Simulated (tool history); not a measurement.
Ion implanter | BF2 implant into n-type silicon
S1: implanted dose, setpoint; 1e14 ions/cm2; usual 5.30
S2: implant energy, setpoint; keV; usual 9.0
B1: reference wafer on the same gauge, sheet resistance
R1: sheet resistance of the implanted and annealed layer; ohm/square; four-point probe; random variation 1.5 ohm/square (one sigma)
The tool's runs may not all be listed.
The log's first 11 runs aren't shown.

run	hour	S1	S2	B1	R1
12	743.5	5.30	9.0	288.05	315.91
13	785.1	5.30	9.5	287.95	310.79
14	859.1	5.30	9.5	288.04	309.49
15	906.9	5.30	9.5	287.94	310.70
16	976.7	4.32	9.0	287.72	349.24
17	1065.0	4.32	9.0	287.93	348.38
# hour 1077.3: Faraday cup replaced and dose calibrated, repeated, since the last time left the tool worse
18	1136.7	4.15	7.0	288.11	401.94
19	1225.6	3.71	7.5	288.04	419.47
20	1315.2	4.60	9.0	288.11	346.90
21	1374.6	5.85	7.5	287.94	332.01
22	1449.7	5.30	9.0	288.13	325.86
# hour 1477.5: extraction supply calibrated
# hour 1485.7: gauge calibrated
23	1535.0	5.71	9.0	287.98	316.04
24	1618.2	4.15	11.0	287.82	345.86
25	1688.6	6.09	8.0	288.08	316.49
26	1759.5	6.01	8.0	288.16	320.75
27	1837.6	6.83	7.5	287.61	310.06
28	1892.4	5.30	9.0	288.04	323.96
29	1928.9	3.78	10.5	287.97	368.25
30	2001.7	6.34	10.0	287.98	289.02
31	2063.2	4.46	7.0	288.02	383.49
32	2133.3	5.30	11.5	287.98	298.76
# hour 2169.5: Faraday cup replaced and dose calibrated
33	2201.2	5.30	9.0	287.99	329.20
34	2372.3	5.30	9.0	288.19	328.33
35	2469.1	5.30	6.0	288.01	375.77

4 ways to go on from here, each from the tool as it stands after run 35. What would each give?
A	2469.5	5.91	9.0	?	?
B	2469.5	3.82	10.5	?	?
C	2469.5	6.53	10.0	?	?
D	2469.5	6.59	10.0	?	?

run	B1	R1
A	288.02	308.69
B	288.02	368.72
C	288.02	285.31
D	288.02	284.26
Without the tool's hidden state the same runs would have given:
run	R1
A	309.77
B	370.55
C	286.25
D	285.18

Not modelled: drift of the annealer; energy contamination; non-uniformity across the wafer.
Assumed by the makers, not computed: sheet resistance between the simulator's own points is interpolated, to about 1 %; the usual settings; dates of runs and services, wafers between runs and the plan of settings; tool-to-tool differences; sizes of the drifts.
